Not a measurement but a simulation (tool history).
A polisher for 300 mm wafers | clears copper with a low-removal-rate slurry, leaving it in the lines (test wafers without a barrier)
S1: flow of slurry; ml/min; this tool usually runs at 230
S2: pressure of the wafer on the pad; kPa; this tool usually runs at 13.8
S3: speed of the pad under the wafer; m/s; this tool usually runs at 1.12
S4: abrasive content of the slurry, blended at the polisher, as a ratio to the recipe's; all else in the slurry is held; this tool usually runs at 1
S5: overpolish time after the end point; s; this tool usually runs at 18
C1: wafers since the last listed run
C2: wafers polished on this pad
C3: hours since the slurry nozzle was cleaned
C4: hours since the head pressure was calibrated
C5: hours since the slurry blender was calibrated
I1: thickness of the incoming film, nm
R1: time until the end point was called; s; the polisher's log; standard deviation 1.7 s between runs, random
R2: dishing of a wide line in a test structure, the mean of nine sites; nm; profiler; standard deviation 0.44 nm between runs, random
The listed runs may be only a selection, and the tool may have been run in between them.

run,day,S1,S2,S3,S4,S5,C1,C2,C3,C4,C5,I1,R1,R2
1,0,230,13.8,1.12,1,18,0,1130,71.7,325,14.5,196.8,93.1,19.1
# day 4.812: head pressure recalibrated
# day 11.988: worn pad replaced by a new one
2,12.05,230,13.8,1.12,1,18,1829,9,360.9,173.7,303.7,192.4,89.6,18.6
3,18.154,230,13.8,1.12,1,18,946,956,507.4,320.2,450.2,193.2,88,18.9
4,19.821,230,13.8,1.12,1,18,258,1214,547.4,360.2,490.2,195.2,92.4,18.8
# day 21.958: slurry blender recalibrated
5,22.612,230,13.8,1.12,1,18,419,1634,614.4,427.2,15.7,198.2,92.3,19.4
# day 23.35: head pressure recalibrated
6,24.892,230,13.8,1.12,1,18,340,1975,669.1,37,70.4,193.4,91.5,18.8
7,26.688,230,13.8,0.96,1,18,278,2253,712.2,80.1,113.5,191.8,106.5,16.7
# day 30.808: slurry nozzle cleaned
# day 32.192: worn pad replaced by a new one
8,35.504,230,13.8,0.96,1,18,1334,513,112.7,291.7,325.1,194.3,104,16.6
9,39.333,230,13.8,0.96,1,18,593,1107,204.6,383.6,417,192.5,104,16.9
10,41.521,230,13.8,1.12,1,11,339,1446,257.1,436.1,469.5,192.9,90.3,13.2
# day 43.154: head pressure recalibrated
11,43.85,230,13.8,1.12,1,11,348,1794,313,16.7,525.4,194.7,89.8,13.4
# day 44.612: slurry blender recalibrated
12,45.683,230,13.8,1.12,1,11,271,2066,357,60.7,25.7,194.3,91.1,13.3
13,47.688,230,13.8,1.12,1,18,310,2376,405.1,108.8,73.8,191.6,86.9,18.9
14,49.871,260,13.8,1.12,0.75,18,338,2715,457.5,161.2,126.2,191.6,100.4,17.8
# day 50.592: worn pad replaced by a new one
15,53.038,200,17.9,1.12,1,12,465,378,533.5,237.2,202.2,198.4,75.3,16.7
16,55.929,230,13.8,1.12,1,18,448,827,602.9,306.6,271.6,196.2,91.7,18.7
17,57.954,165,13.8,1.12,0.7,18,313,1141,651.5,355.2,320.2,191.9,107.6,16.9
18,59.725,305,13.8,1.12,1.15,22,274,1415,694,397.7,362.7,198.1,86.7,21.8
# day 64.042: slurry blender recalibrated
19,64.062,230,13.8,0.96,1,18,659,2075,798.1,501.8,0.5,196.3,104.7,16.7
# day 64.421: head pressure recalibrated
20,65.612,190,13.8,0.84,1.2,9,227,2302,835.3,28.6,37.7,195.4,116.6,9.2
# day 67.442: slurry nozzle cleaned
21,70.088,230,13.8,1.12,1,24,687,2990,63.5,136,145.1,194,92.7,22.3
# day 71.188: worn pad replaced by a new one
22,74.096,230,13.8,1.12,1,18,595,450,159.7,232.2,241.3,196.6,90.6,18.6
23,77.775,230,15.9,0.78,1.2,18,570,1021,248,320.5,329.6,197.7,115.3,17.5
24,81.496,190,13.8,1.12,1,18,576,1598,337.3,409.8,418.9,195.9,94.9,17.7
25,83.717,195,13.8,1.12,0.75,18,344,1942,390.6,463.1,472.2,193.3,102.9,17.5
# day 84.412: head pressure recalibrated
# day 86.738: slurry blender recalibrated
26,87.358,230,13.8,1.12,0.85,18,538,2481,478,70.7,14.9,195.6,97.7,18.5
# day 89.521: worn pad replaced by a new one
27,91.646,250,12.4,0.84,0.9,18,638,329,580.9,173.6,117.8,194.1,132.5,14.1

5 ways to go on from here, each from the tool as it stands after run 27. What would each give?
A,91.662,285,13.8,1.12,1,18,2,331,581.3,174,118.2,191.7,?,?
B,91.662,255,17.9,0.92,1,18,2,331,581.3,174,118.2,191.7,?,?
C,91.662,230,11,1.12,1,18,2,331,581.3,174,118.2,191.7,?,?
D,91.662,165,13.8,1.12,1,9,2,331,581.3,174,118.2,191.7,?,?
E,91.662,230,13.8,0.94,1,23,2,331,581.3,174,118.2,191.7,?,?

run,R1,R2
A,90.2,19.1
B,90.6,19.3
C,108.7,16.7
D,96.8,10.9
E,110,19.7
Take away the tool's hidden state, keep each run's random variation, and the runs would have read:
run,R1,R2
A,90.2,19.1
B,90.6,19.3
C,108.7,16.7
D,96.8,10.9
E,110,19.7

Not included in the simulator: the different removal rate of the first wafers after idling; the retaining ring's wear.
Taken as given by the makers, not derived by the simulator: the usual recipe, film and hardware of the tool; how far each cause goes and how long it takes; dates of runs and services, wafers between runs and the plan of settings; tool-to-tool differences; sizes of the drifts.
